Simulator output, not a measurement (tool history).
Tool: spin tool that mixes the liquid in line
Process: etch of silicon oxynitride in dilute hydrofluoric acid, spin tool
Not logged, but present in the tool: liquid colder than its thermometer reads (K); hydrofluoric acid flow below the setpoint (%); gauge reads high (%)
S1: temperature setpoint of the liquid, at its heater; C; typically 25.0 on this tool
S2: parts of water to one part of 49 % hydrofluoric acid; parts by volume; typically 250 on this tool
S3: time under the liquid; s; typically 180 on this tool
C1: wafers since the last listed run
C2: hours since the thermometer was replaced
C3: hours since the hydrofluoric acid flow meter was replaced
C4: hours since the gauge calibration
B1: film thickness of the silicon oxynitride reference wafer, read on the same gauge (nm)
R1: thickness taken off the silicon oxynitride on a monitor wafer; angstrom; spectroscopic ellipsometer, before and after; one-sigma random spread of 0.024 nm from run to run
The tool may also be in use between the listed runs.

{"run": 1, "day": 0.0, "S1": 25.0, "S2": 195, "S3": 180, "C1": 0, "C2": 1609.4, "C3": 622.2, "C4": 1014.5, "B1": 110.019, "R1": 13.37}
{"run": 2, "day": 2.696, "S1": 25.0, "S2": 195, "S3": 180, "C1": 593, "C2": 1674.1, "C3": 686.9, "C4": 1079.2, "B1": 109.988, "R1": 12.27}
{"run": 3, "day": 4.488, "S1": 25.0, "S2": 295, "S3": 180, "C1": 394, "C2": 1717.1, "C3": 729.9, "C4": 1122.2, "B1": 110.033, "R1": 7.88}
{"run": 4, "day": 7.208, "S1": 25.0, "S2": 295, "S3": 180, "C1": 599, "C2": 1782.4, "C3": 795.2, "C4": 1187.5, "B1": 110.029, "R1": 7.55}
{"run": 5, "day": 8.967, "S1": 25.0, "S2": 295, "S3": 180, "C1": 387, "C2": 1824.6, "C3": 837.4, "C4": 1229.7, "B1": 109.957, "R1": 7.96}
{"run": 6, "day": 10.792, "S1": 25.0, "S2": 250, "S3": 180, "C1": 401, "C2": 1868.4, "C3": 881.2, "C4": 1273.5, "B1": 110.015, "R1": 9.36}
{"run": 7, "day": 14.908, "S1": 25.0, "S2": 250, "S3": 180, "C1": 906, "C2": 1967.2, "C3": 980.0, "C4": 1372.3, "B1": 110.049, "R1": 9.5}
{"run": 8, "day": 17.283, "S1": 25.0, "S2": 250, "S3": 180, "C1": 522, "C2": 2024.2, "C3": 1037.0, "C4": 1429.3, "B1": 109.996, "R1": 9.55}
{"run": 9, "day": 19.792, "S1": 28.5, "S2": 250, "S3": 180, "C1": 552, "C2": 2084.4, "C3": 1097.2, "C4": 1489.5, "B1": 110.03, "R1": 10.69}
{"day": 21.288, "done": "gauge calibrated"}
{"run": 10, "day": 22.621, "S1": 28.5, "S2": 250, "S3": 180, "C1": 622, "C2": 2152.3, "C3": 1165.1, "C4": 32.0, "B1": 110.028, "R1": 10.91}
{"run": 11, "day": 26.429, "S1": 25.0, "S2": 250, "S3": 180, "C1": 838, "C2": 2243.7, "C3": 1256.5, "C4": 123.4, "B1": 109.991, "R1": 9.43}
{"run": 12, "day": 28.8, "S1": 25.0, "S2": 250, "S3": 215, "C1": 521, "C2": 2300.6, "C3": 1313.4, "C4": 180.3, "B1": 110.002, "R1": 12.08}
{"run": 13, "day": 30.512, "S1": 20.0, "S2": 135, "S3": 115, "C1": 377, "C2": 2341.7, "C3": 1354.5, "C4": 221.4, "B1": 110.019, "R1": 9.82}
{"run": 14, "day": 33.479, "S1": 20.5, "S2": 250, "S3": 180, "C1": 653, "C2": 2412.9, "C3": 1425.7, "C4": 292.6, "B1": 109.941, "R1": 7.65}
{"run": 15, "day": 37.325, "S1": 20.0, "S2": 335, "S3": 180, "C1": 846, "C2": 2505.2, "C3": 1518.0, "C4": 384.9, "B1": 109.957, "R1": 5.63}
{"run": 16, "day": 39.583, "S1": 25.0, "S2": 250, "S3": 180, "C1": 497, "C2": 2559.4, "C3": 1572.2, "C4": 439.1, "B1": 109.983, "R1": 9.58}
{"day": 46.721, "done": "hydrofluoric acid flow meter replaced"}
{"run": 17, "day": 48.154, "S1": 21.0, "S2": 315, "S3": 180, "C1": 1877, "C2": 2765.1, "C3": 34.4, "C4": 644.8, "B1": 110.037, "R1": 6.01}
{"run": 18, "day": 50.842, "S1": 28.0, "S2": 170, "S3": 95, "C1": 591, "C2": 2829.6, "C3": 98.9, "C4": 709.3, "B1": 110.012, "R1": 9.11}
{"day": 53.075, "done": "thermometer replaced"}
{"run": 19, "day": 55.146, "S1": 21.0, "S2": 315, "S3": 180, "C1": 938, "C2": 49.7, "C3": 202.2, "C4": 812.6, "B1": 110.024, "R1": 6.4}
{"run": 20, "day": 57.704, "S1": 27.5, "S2": 250, "S3": 145, "C1": 563, "C2": 111.1, "C3": 263.6, "C4": 874.0, "B1": 110.033, "R1": 8.47}
{"run": 21, "day": 61.404, "S1": 25.0, "S2": 130, "S3": 100, "C1": 814, "C2": 199.9, "C3": 352.4, "C4": 962.8, "B1": 110.024, "R1": 10.99}
{"run": 22, "day": 64.638, "S1": 22.0, "S2": 350, "S3": 135, "C1": 711, "C2": 277.5, "C3": 430.0, "C4": 1040.4, "B1": 109.996, "R1": 4.17}
{"run": 23, "day": 66.158, "S1": 25.0, "S2": 250, "S3": 180, "C1": 334, "C2": 314.0, "C3": 466.5, "C4": 1076.9, "B1": 109.976, "R1": 9.49}
{"run": 24, "day": 68.525, "S1": 25.0, "S2": 250, "S3": 255, "C1": 521, "C2": 370.8, "C3": 523.3, "C4": 1133.7, "B1": 110.04, "R1": 12.88}

Here are 5 independent what-if runs from the current tool condition. What would each one return?
{"run": "A", "day": 68.546, "S1": 25.0, "S2": 250, "S3": 180, "C1": 4, "C2": 371.3, "C3": 523.8, "C4": 1134.2, "B1": "?", "R1": "?"}
{"run": "B", "day": 68.546, "S1": 29.5, "S2": 180, "S3": 220, "C1": 4, "C2": 371.3, "C3": 523.8, "C4": 1134.2, "B1": "?", "R1": "?"}
{"run": "C", "day": 68.546, "S1": 25.0, "S2": 365, "S3": 180, "C1": 4, "C2": 371.3, "C3": 523.8, "C4": 1134.2, "B1": "?", "R1": "?"}
{"run": "D", "day": 68.546, "S1": 25.0, "S2": 355, "S3": 180, "C1": 4, "C2": 371.3, "C3": 523.8, "C4": 1134.2, "B1": "?", "R1": "?"}
{"run": "E", "day": 68.546, "S1": 29.5, "S2": 335, "S3": 220, "C1": 4, "C2": 371.3, "C3": 523.8, "C4": 1134.2, "B1": "?", "R1": "?"}

run=A B1=110.021 R1=9.49
run=B B1=110.021 R1=20.67
run=C B1=110.021 R1=6.00
run=D B1=110.021 R1=6.21
run=E B1=110.021 R1=9.76
What these runs would have given with no unlogged condition in the tool:
run=A R1=9.49
run=B R1=20.67
run=C R1=6.00
run=D R1=6.21
run=E R1=9.76
